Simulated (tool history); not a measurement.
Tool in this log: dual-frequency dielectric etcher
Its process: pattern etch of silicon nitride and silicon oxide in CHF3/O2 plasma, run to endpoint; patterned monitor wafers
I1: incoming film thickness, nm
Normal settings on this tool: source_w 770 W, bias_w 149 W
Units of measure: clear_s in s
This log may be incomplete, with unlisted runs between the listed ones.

Run 1, hour 0: usual settings; I1 184.5. Result: clear_s 118.6 s.
Run 2, hour 14.1: usual settings but bias_w 141 W; I1 181.5. Result: clear_s 118.3 s.
Run 3, hour 21.8: usual settings but bias_w 141 W; I1 184.1. Result: clear_s 120 s.
Run 4, hour 32.9: usual settings but bias_w 141 W; I1 184.7. Result: clear_s 120.3 s.
Run 5, hour 40.8: usual settings; I1 185. Result: clear_s 119.5 s.
Run 6, hour 55.5: usual settings; I1 183.7. Result: clear_s 118.7 s.
Run 7, hour 69.3: usual settings; I1 184.3. Result: clear_s 118.1 s.
Run 8, hour 85.6: usual settings but bias_w 162 W; I1 181.3. Result: clear_s 113.5 s.
Run 9, hour 101.8: usual settings but bias_w 162 W; I1 182.6. Result: clear_s 115.1 s.
Run 10, hour 109.4: usual settings but bias_w 162 W; I1 184.6. Result: clear_s 116.4 s.
At hour 130.8: bias power generator calibrated.
Run 11, hour 150.6: usual settings; I1 183.5. Result: clear_s 118.7 s.
Run 12, hour 162.5: usual settings; I1 184. Result: clear_s 118.9 s.
At hour 192.3: upper electrode replaced.
Run 13, hour 192.8: usual settings but source_w 850 W, bias_w 124 W; I1 183.9. Result: clear_s 120.4 s.
Run 14, hour 193.1: usual settings; I1 182.9. Result: clear_s 118.2 s.
Run 15, hour 198.8: usual settings; I1 185.1. Result: clear_s 119.5 s.
Run 16, hour 211.2: usual settings; I1 185. Result: clear_s 119.1 s.
Run 17, hour 222.7: usual settings but source_w 580 W, bias_w 177 W; I1 184.5. Result: clear_s 127.1 s.
At hour 233.9: source power generator calibrated.
Run 18, hour 234.4: usual settings but source_w 950 W; I1 182.1. Result: clear_s 108.1 s.
Run 19, hour 245.6: usual settings but source_w 900 W, bias_w 172 W; I1 184.7. Result: clear_s 107.1 s.
At hour 276.8: wet clean of the chamber.
Run 20, hour 277.3: usual settings but source_w 870 W, bias_w 159 W; I1 185. Result: clear_s 110.2 s.
Run 21, hour 277.7: usual settings; I1 184.3. Result: clear_s 117.4 s.
Run 22, hour 278: usual settings but bias_w 183 W; I1 182.8. Result: clear_s 109.3 s.
Run 23, hour 281.3: usual settings but source_w 700 W, bias_w 115 W; I1 184.7. Result: clear_s 132.3 s.
Run 24, hour 287.8: usual settings; I1 183.2. Result: clear_s 117.8 s.
Run 25, hour 298.5: usual settings but bias_w 118 W; I1 181.7. Result: clear_s 124.2 s.
Run 26, hour 308.6: usual settings but source_w 860 W, bias_w 117 W; I1 185. Result: clear_s 121.3 s.
Run 27, hour 314.9: usual settings but source_w 630 W; I1 183.5. Result: clear_s 127.8 s.
Run 28, hour 332.6: usual settings; I1 182.8. Result: clear_s 116.7 s.
Run 29, hour 361: usual settings but source_w 660 W; I1 183.8. Result: clear_s 124.6 s.
Run 30, hour 368.9: usual settings but source_w 950 W, bias_w 164 W; I1 184.3. Result: clear_s 104.8 s.
Run 31, hour 382.1: usual settings but source_w 650 W; I1 185.5. Result: clear_s 127.8 s.
Run 32, hour 396.9: usual settings but source_w 670 W, bias_w 122 W; I1 184.3. Result: clear_s 132.6 s.
Run 33, hour 413.5: usual settings; I1 185.5. Result: clear_s 118.8 s.
Run 34, hour 420.8: usual settings but source_w 670 W, bias_w 116 W; I1 183.9. Result: clear_s 134.4 s.
Run 35, hour 438.3: usual settings but source_w 850 W, bias_w 159 W; I1 185. Result: clear_s 111.3 s.
Run 36, hour 451.9: usual settings but source_w 950 W, bias_w 185 W; I1 182.4. Result: clear_s 100.8 s.

Consider 3 possible next runs. They are alternatives, not a sequence: every one starts from the tool as it was left by run 36. What does each give?
Run A, hour 452.4: usual settings; I1 184.3. Result: clear_s ?.
Run B, hour 452.4: usual settings but source_w 870 W; I1 184.3. Result: clear_s ?.
Run C, hour 452.4: usual settings but bias_w 122 W; I1 184.3. Result: clear_s ?.

run  clear_s
  A    118.3
  B    112.5
  C    125.7
Stripped of hidden state, with their random variation kept, the same runs would have yielded:
run  clear_s
  A    117.7
  B    111.9
  C      125
